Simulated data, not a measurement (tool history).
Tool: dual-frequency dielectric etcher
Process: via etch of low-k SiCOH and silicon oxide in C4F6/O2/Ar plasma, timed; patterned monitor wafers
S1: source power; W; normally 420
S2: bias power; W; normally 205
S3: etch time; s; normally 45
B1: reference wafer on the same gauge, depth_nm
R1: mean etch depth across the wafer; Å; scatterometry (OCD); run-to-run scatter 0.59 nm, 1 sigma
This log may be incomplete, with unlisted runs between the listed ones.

run 1 hour=0 | S1=420 S2=205 S3=45 | B1=131 | R1=1137
run 2 hour=49.5 | S1=420 S2=205 S3=45 | B1=130.7 | R1=1140
run 3 hour=75.7 | S1=420 S2=205 S3=45 | B1=130.8 | R1=1138
run 4 hour=127 | S1=420 S2=205 S3=45 | B1=131.1 | R1=1130
run 5 hour=158.9 | S1=420 S2=205 S3=45 | B1=131 | R1=1130
-- hour=197.4 gauge calibrated
run 6 hour=224.4 | S1=420 S2=205 S3=45 | B1=131.1 | R1=1132
run 7 hour=271.5 | S1=420 S2=205 S3=45 | B1=131.2 | R1=1121
run 8 hour=320.2 | S1=420 S2=205 S3=45 | B1=131.3 | R1=1120
-- hour=358.6 source power generator calibrated
run 9 hour=363.3 | S1=420 S2=205 S3=45 | B1=131 | R1=1127
run 10 hour=403.6 | S1=420 S2=205 S3=45 | B1=131 | R1=1116
run 11 hour=433.6 | S1=480 S2=220 S3=32 | B1=130.8 | R1=880
run 12 hour=469 | S1=420 S2=205 S3=45 | B1=131.1 | R1=1117
-- hour=499.3 upper electrode replaced, of another model than before
-- hour=504.1 wet clean of the chamber
run 13 hour=525.1 | S1=420 S2=171 S3=37 | B1=131.2 | R1=895
-- hour=555.7 bias power generator calibrated
run 14 hour=570.7 | S1=340 S2=173 S3=33.5 | B1=131.1 | R1=670
-- hour=577 gauge calibrated
run 15 hour=597.8 | S1=450 S2=183 S3=37 | B1=131 | R1=957
run 16 hour=661.5 | S1=450 S2=233 S3=45 | B1=131 | R1=1237
run 17 hour=729.8 | S1=420 S2=156 S3=56 | B1=131.2 | R1=1316
run 18 hour=763.2 | S1=470 S2=247 S3=45 | B1=131 | R1=1296
run 19 hour=800.5 | S1=420 S2=205 S3=45 | B1=131 | R1=1130
run 20 hour=858.5 | S1=460 S2=181 S3=45 | B1=130.8 | R1=1174

4 ways to go on from here, each from the tool as it stands after run 20. What would each give?
run A hour=858.9 | S1=420 S2=205 S3=45 | B1=? | R1=?
run B hour=858.9 | S1=420 S2=163 S3=45 | B1=? | R1=?
run C hour=858.9 | S1=420 S2=252 S3=45 | B1=? | R1=?
run D hour=858.9 | S1=480 S2=255 S3=45 | B1=? | R1=?

run=A B1=130.9 R1=1112
run=B B1=130.9 R1=1052
run=C B1=130.9 R1=1175
run=D B1=130.9 R1=1301
Had the tool no hidden state, the same runs would have come out as:
run=A R1=1131
run=B R1=1070
run=C R1=1195
run=D R1=1323

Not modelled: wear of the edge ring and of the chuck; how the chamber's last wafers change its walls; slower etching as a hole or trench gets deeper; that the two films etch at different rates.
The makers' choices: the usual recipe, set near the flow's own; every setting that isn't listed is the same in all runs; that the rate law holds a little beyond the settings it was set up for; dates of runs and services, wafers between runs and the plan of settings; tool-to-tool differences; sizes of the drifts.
